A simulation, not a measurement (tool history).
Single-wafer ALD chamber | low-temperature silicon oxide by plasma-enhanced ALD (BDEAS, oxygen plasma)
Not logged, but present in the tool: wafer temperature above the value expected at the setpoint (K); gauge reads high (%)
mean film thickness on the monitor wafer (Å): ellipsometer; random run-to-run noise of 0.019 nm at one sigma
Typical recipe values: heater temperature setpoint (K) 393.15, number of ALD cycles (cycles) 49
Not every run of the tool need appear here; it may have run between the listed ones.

run   hour  heater temperature setpoint (K)  number of ALD cycles (cycles)  wafers since the last listed run  hours since the last thermocouple change  hours since the gauge calibration  read-back reference wafer on the same gauge, thickness_nm  mean film thickness on the monitor wafer (Å)
  1    0.0                           393.15                             42                                 0                                    2812.4                              354.5                                                      8.883                                         63.61
  2   19.0                           393.15                             42                               124                                    2831.4                              373.5                                                      8.879                                         63.51
  3   51.8                           381.15                             44                               214                                    2864.2                              406.3                                                      8.882                                         67.90
  4   65.4                           383.15                             49                                88                                    2877.8                              419.9                                                      8.883                                         75.65
  5   79.3                           393.15                             49                                90                                    2891.7                              433.8                                                      8.881                                         74.44
  6   97.7                           393.15                             49                               120                                    2910.1                              452.2                                                      8.881                                         74.14
  7  121.8                           393.15                             49                               157                                    2934.2                              476.3                                                      8.877                                         73.97
  8  146.1                           385.15                             56                               158                                    2958.5                              500.6                                                      8.888                                         85.95
     163.9  -- thermocouple changed; heater temperature recalibrated
  9  164.8                           385.15                             56                                69                                       0.9                              519.3                                                      8.884                                         86.19
     165.6  -- gauge calibrated
 10  195.5                           393.15                             49                               200                                      31.6                               29.9                                                      8.876                                         74.39
 11  227.1                           398.15                             42                               206                                      63.2                               61.5                                                      8.875                                         63.29
 12  262.2                           379.15                             55                               229                                      98.3                               96.6                                                      8.881                                         85.36
 13  287.1                           405.15                             49                               162                                     123.2                              121.5                                                      8.885                                         72.97
 14  306.0                           407.15                             41                               123                                     142.1                              140.4                                                      8.878                                         60.59
 15  341.7                           402.15                             54                               233                                     177.8                              176.1                                                      8.875                                         80.49
 16  358.3                           386.15                             56                               108                                     194.4                              192.7                                                      8.885                                         86.01
 17  388.6                           393.15                             49                               197                                     224.7                              223.0                                                      8.887                                         74.44
 18  417.5                           393.15                             55                               188                                     253.6                              251.9                                                      8.874                                         83.26
 19  441.2                           404.15                             49                               154                                     277.3                              275.6                                                      8.881                                         72.76

Predict each of these 3 candidate next runs independently; none follows another, all start after run 19:
  A  441.7                           393.15                             49                                 3                                     277.8                              276.1                                                          ?                                             ?
  B  441.7                           404.15                             56                                 3                                     277.8                              276.1                                                          ?                                             ?
  C  441.7                           386.15                             44                                 3                                     277.8                              276.1                                                          ?                                             ?

run  read-back reference wafer on the same gauge, thickness_nm  mean film thickness on the monitor wafer (Å)
  A                                                      8.877                                         74.30
  B                                                      8.877                                         83.23
  C                                                      8.877                                         67.55
With the hidden condition removed and each run's random variation left untouched, the same runs would have given:
run  mean film thickness on the monitor wafer (Å)
  A                                         74.30
  B                                         83.23
  C                                         67.55

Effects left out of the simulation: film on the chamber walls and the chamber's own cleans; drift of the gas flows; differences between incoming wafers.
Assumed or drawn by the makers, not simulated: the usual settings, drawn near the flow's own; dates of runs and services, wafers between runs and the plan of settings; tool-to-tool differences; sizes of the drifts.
